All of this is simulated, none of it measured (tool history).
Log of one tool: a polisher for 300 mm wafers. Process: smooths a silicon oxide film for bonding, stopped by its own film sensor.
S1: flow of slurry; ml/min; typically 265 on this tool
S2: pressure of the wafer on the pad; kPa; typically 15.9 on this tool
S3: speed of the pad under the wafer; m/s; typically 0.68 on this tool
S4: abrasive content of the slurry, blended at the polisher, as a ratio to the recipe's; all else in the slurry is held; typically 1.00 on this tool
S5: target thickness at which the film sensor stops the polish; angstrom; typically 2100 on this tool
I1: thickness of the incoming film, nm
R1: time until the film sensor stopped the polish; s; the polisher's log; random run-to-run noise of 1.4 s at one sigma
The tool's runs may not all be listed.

run	hour	S1	S2	S3	S4	S5	I1	R1
1	0.0	265	15.9	0.68	1.00	2100	263.1	94.0
2	37.3	265	19.3	0.68	1.00	2100	262.0	75.8
# hour 48.5: worn pad replaced by a new one
# hour 49.3: slurry blender recalibrated
3	65.0	265	19.3	0.68	1.00	2100	254.4	64.0
4	95.5	265	19.3	0.68	1.00	2100	259.6	71.7
5	145.5	265	15.9	0.68	1.00	2100	259.9	89.9
6	208.0	265	15.9	0.68	1.15	2100	255.5	78.2
7	270.1	265	15.9	0.68	1.15	2100	260.1	83.1
# hour 276.8: worn pad replaced by a new one
8	326.5	265	17.9	0.82	1.00	2100	261.0	68.5
9	388.1	265	18.6	0.48	0.80	2230	264.0	93.3
# hour 426.5: head pressure recalibrated
10	427.0	265	15.9	0.68	0.75	2270	258.3	65.3
# hour 445.1: slurry blender recalibrated
# hour 465.7: slurry nozzle cleaned
# hour 485.9: worn pad replaced by a new one
11	489.0	265	15.9	0.58	0.85	2100	263.4	109.1
12	543.2	265	15.9	0.68	1.00	2100	260.1	83.8
# hour 673.1: worn pad replaced by a new one
13	688.2	220	10.3	0.68	0.70	2100	258.9	162.5
14	734.5	290	15.9	0.68	1.00	2030	260.4	97.8

Here are 5 independent what-if runs from the current tool condition. What would each one return?
A	735.0	265	15.9	0.68	1.00	2100	258.6	?
B	735.0	315	20.7	0.68	1.00	2260	258.6	?
C	735.0	305	18.6	0.68	1.00	2100	258.6	?
D	735.0	265	15.9	0.68	0.70	2100	258.6	?
E	735.0	265	15.9	0.80	1.00	2100	258.6	?

run	R1
A	87.1
B	43.8
C	72.9
D	106.3
E	76.5
With the hidden condition removed and each run's random variation left untouched, the same runs would have given:
run	R1
A	83.5
B	42.3
C	70.2
D	101.8
E	73.3
